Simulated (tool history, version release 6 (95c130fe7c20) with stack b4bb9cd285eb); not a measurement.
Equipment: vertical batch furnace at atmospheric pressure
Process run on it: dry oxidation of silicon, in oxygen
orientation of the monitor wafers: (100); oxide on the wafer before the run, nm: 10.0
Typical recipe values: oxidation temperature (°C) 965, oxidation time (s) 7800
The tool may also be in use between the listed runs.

run,hour,oxidation temperature (°C),oxidation time (s),wafers since the last listed run,hours since the last temperature calibration,hours since the boat lift was adjusted,hours since the gauge calibration,"read-back reference wafer on the same gauge, thickness",oxide thickness on the monitor wafer (angstrom)
1,0,965,10440,0,3877.4,2364.9,436.2,61.2,797.2
2,22.7,965,10440,368,3900.1,2387.6,458.9,61.21,795.3
3,34.6,965,5070,193,3912,2399.5,470.8,61.18,491.8
4,55.5,965,5070,339,3932.9,2420.4,491.7,61.16,491.2
5,77.5,965,7800,356,3954.9,2442.4,513.7,61.24,653.7
6,86.1,965,7800,139,3963.5,2451,522.3,61.21,653.8
7,104.5,965,7800,298,3981.9,2469.4,540.7,61.22,655.6
8,116.4,965,7800,193,3993.8,2481.3,552.6,61.16,655
# hour 140.8: thermocouples replaced and temperature profile calibrated
9,141.3,965,7800,14,0.5,2506.2,577.5,61.21,635.7
10,146.8,953,5910,89,6,2511.7,583,61.24,482.8
11,161,953,5910,230,20.2,2525.9,597.2,61.19,482
12,182.9,953,5910,355,42.1,2547.8,619.1,61.18,482.8
13,191.4,965,7800,137,50.6,2556.3,627.6,61.18,637.1
14,203.8,946,7800,201,63,2568.7,640,61.22,541.4
15,225.8,984,4740,356,85,2590.7,662,61.17,524.6
# hour 263: boat lift adjusted
16,263.5,974,5610,222,122.7,0.5,699.7,61.21,543.4
17,269.3,965,7800,94,128.5,6.3,705.5,61.15,635.1
18,278.6,965,5670,150,137.8,15.6,714.8,61.14,514.8
19,288.4,965,10410,159,147.6,25.4,724.6,61.19,774.2
20,302.7,985,6450,232,161.9,39.7,738.9,61.17,647.4
21,319,956,5490,264,178.2,56,755.2,61.18,473.1
22,331.1,980,4440,196,190.3,68.1,767.3,61.18,488.2
23,345.4,947,11460,232,204.6,82.4,781.6,61.22,713
24,378.7,946,4200,540,237.9,115.7,814.9,61.16,366.6
# hour 380.5: gauge calibrated
25,397.4,965,7800,303,256.6,134.4,16.9,61.23,636.1
26,412.5,965,7800,245,271.7,149.5,32,61.22,636.2
27,428.6,959,6600,261,287.8,165.6,48.1,61.18,543.3
28,451.8,965,7800,376,311,188.8,71.3,61.23,637.8
29,471.1,951,11190,313,330.3,208.1,90.6,61.15,727.1
30,484.1,965,7800,210,343.3,221.1,103.6,61.21,635.2
31,502,972,11370,290,361.2,239,121.5,61.18,864.1
32,513.2,948,4530,181,372.4,250.2,132.7,61.21,391.2
33,526.9,965,7800,222,386.1,263.9,146.4,61.18,634.4
34,540.4,983,6120,219,399.6,277.4,159.9,61.21,614.7
35,560,946,10020,318,419.2,297,179.5,61.23,643.6
36,571.7,987,4860,189,430.9,308.7,191.2,61.18,546.6
37,583.7,986,10080,194,442.9,320.7,203.2,61.21,884.8
38,598.5,955,9600,240,457.7,335.5,218,61.2,677.3
39,614.2,990,10590,254,473.4,351.2,233.7,61.17,944.9

Forecast each of these 4 alternatives for the next run:
A,619.8,965,7800,90,479,356.8,239.3,?,?
B,619.8,949,11010,90,479,356.8,239.3,?,?
C,619.8,949,4710,90,479,356.8,239.3,?,?
D,619.8,950,8850,90,479,356.8,239.3,?,?

run,"read-back reference wafer on the same gauge, thickness",oxide thickness on the monitor wafer (angstrom)
A,61.18,635.2
B,61.18,705.5
C,61.18,403.1
D,61.18,612.8
Without the tool's unlogged condition, the same runs would have read:
run,oxide thickness on the monitor wafer (angstrom)
A,631.3
B,700.1
C,400.1
D,608
